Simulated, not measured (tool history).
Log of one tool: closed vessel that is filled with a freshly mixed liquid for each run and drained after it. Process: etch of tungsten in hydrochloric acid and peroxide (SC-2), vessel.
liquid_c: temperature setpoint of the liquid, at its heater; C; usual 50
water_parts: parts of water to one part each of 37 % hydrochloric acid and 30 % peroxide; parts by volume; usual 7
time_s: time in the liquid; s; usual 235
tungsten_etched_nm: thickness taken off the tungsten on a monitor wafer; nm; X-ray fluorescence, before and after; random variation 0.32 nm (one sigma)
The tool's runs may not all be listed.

run	hour	liquid_c	water_parts	time_s	read-back film thickness of the tungsten reference wafer, read on the same gauge (nm)	tungsten_etched_nm
1	0	50	7	235	69.99	35.82
2	49.3	50	4	235	69.99	52.75
3	129.4	50	4	235	70.03	52.69
4	214.6	50	7	140	70.01	20.76
# hour 243.5: new drum of peroxide connected
5	319.1	50	7	140	70.02	21.5
6	372.5	50	7	235	69.98	35.26
7	431.6	50	7	235	70	36
8	528.2	50	7	235	70	34.77
9	634.6	50	6	200	69.98	33.61
# hour 673.7: new drum of peroxide connected
10	696.3	50	7	145	69.97	20.77
11	739.1	50	7	145	69.99	20.2
# hour 774.8: thermometer replaced
12	794.7	50	7	235	70.01	33.33
# hour 834.6: chemicals flow meter replaced
13	845.8	44	7	235	70.01	21.86
# hour 898.6: gauge calibrated
14	940.3	44	7	235	69.97	21.92
# hour 974: new drum of peroxide connected, repeated, since the last time left the tool worse
15	1032.3	50	7	335	69.99	51.04
16	1103.3	50	5.5	125	70.01	22.24
17	1200.3	58	10	300	70.02	56.52
18	1307.1	54.5	4.5	195	69.99	54.18
# hour 1342.9: new drum of peroxide connected
19	1358.2	44	5.5	235	70.03	28.78
20	1458.5	50	7	235	70.02	36.06
21	1549.5	53.5	4	115	70	33.27
22	1585.8	57	7	145	70	34.37
23	1678.4	50	7	235	70.01	34.77
# hour 1723.8: new drum of peroxide connected
24	1857	50	7	235	69.97	35.12

Forecast run 25:
25	1947.5	53.5	8.5	100	?	?

read-back film thickness of the tungsten reference wafer, read on the same gauge (nm): 70
tungsten_etched_nm: 16.07 nm
Without the tool's hidden state the same run would have given tungsten_etched_nm 16.45 nm.
